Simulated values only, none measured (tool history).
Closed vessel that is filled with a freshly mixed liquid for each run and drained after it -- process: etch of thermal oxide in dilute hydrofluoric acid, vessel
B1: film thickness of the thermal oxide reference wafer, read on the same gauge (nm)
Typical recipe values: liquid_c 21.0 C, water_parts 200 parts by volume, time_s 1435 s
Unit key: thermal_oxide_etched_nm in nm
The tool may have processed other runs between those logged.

Run 1, hour 0.0: usual settings; B1 129.98. Result: thermal_oxide_etched_nm 26.15 nm.
Run 2, hour 46.0: usual settings; B1 129.99. Result: thermal_oxide_etched_nm 26.21 nm.
Run 3, hour 105.9: usual settings but water_parts 260 parts by volume; B1 130.00. Result: thermal_oxide_etched_nm 18.91 nm.
Run 4, hour 136.3: usual settings; B1 130.04. Result: thermal_oxide_etched_nm 26.23 nm.
Run 5, hour 179.6: usual settings; B1 130.03. Result: thermal_oxide_etched_nm 26.18 nm.
Run 6, hour 206.6: usual settings; B1 129.96. Result: thermal_oxide_etched_nm 26.10 nm.
Run 7, hour 297.5: usual settings; B1 130.00. Result: thermal_oxide_etched_nm 25.94 nm.
Run 8, hour 354.2: usual settings; B1 130.02. Result: thermal_oxide_etched_nm 25.96 nm.
Run 9, hour 395.7: usual settings; B1 129.99. Result: thermal_oxide_etched_nm 26.02 nm.
Run 10, hour 440.5: usual settings; B1 129.99. Result: thermal_oxide_etched_nm 25.92 nm.
Run 11, hour 492.7: usual settings but water_parts 255 parts by volume; B1 130.01. Result: thermal_oxide_etched_nm 19.17 nm.
At hour 499.8: gauge calibrated.
Run 12, hour 518.5: usual settings but liquid_c 18.5 C, water_parts 170 parts by volume, time_s 675 s; B1 130.00. Result: thermal_oxide_etched_nm 13.35 nm.
Run 13, hour 553.0: usual settings but liquid_c 17.5 C; B1 129.97. Result: thermal_oxide_etched_nm 22.60 nm.
Run 14, hour 628.9: usual settings; B1 130.02. Result: thermal_oxide_etched_nm 25.90 nm.
At hour 649.6: hydrofluoric acid flow meter replaced.
Run 15, hour 667.2: usual settings; B1 130.03. Result: thermal_oxide_etched_nm 25.99 nm.
Run 16, hour 729.3: usual settings but liquid_c 25.5 C, water_parts 105 parts by volume, time_s 770 s; B1 130.01. Result: thermal_oxide_etched_nm 34.87 nm.
At hour 741.4: thermometer replaced.
Run 17, hour 786.6: usual settings but liquid_c 17.0 C, time_s 685 s; B1 130.00. Result: thermal_oxide_etched_nm 10.94 nm.
Run 18, hour 842.3: usual settings but water_parts 255 parts by volume; B1 130.02. Result: thermal_oxide_etched_nm 19.86 nm.
Run 19, hour 898.4: usual settings but liquid_c 23.5 C, water_parts 115 parts by volume, time_s 1040 s; B1 130.02. Result: thermal_oxide_etched_nm 40.86 nm.
Run 20, hour 968.8: usual settings but liquid_c 17.0 C, water_parts 145 parts by volume, time_s 1810 s; B1 129.99. Result: thermal_oxide_etched_nm 41.80 nm.

Give the tool's hidden conditions for every run:
hydrofluoric acid flow below the setpoint (%): 0 on each run
gauge reads high (%): 0 on each run
H1: liquid colder than its thermometer reads (K)
run     H1
  1  0.635
  2  0.666
  3  0.707
  4  0.728
  5  0.757
  6  0.775
  7  0.837
  8  0.875
  9  0.903
 10  0.933
 11  0.969
 12  0.986
 13   1.01
 14   1.06
 15   1.09
 16   1.13
 17  0.167
 18  0.204
 19  0.242
 20   0.29
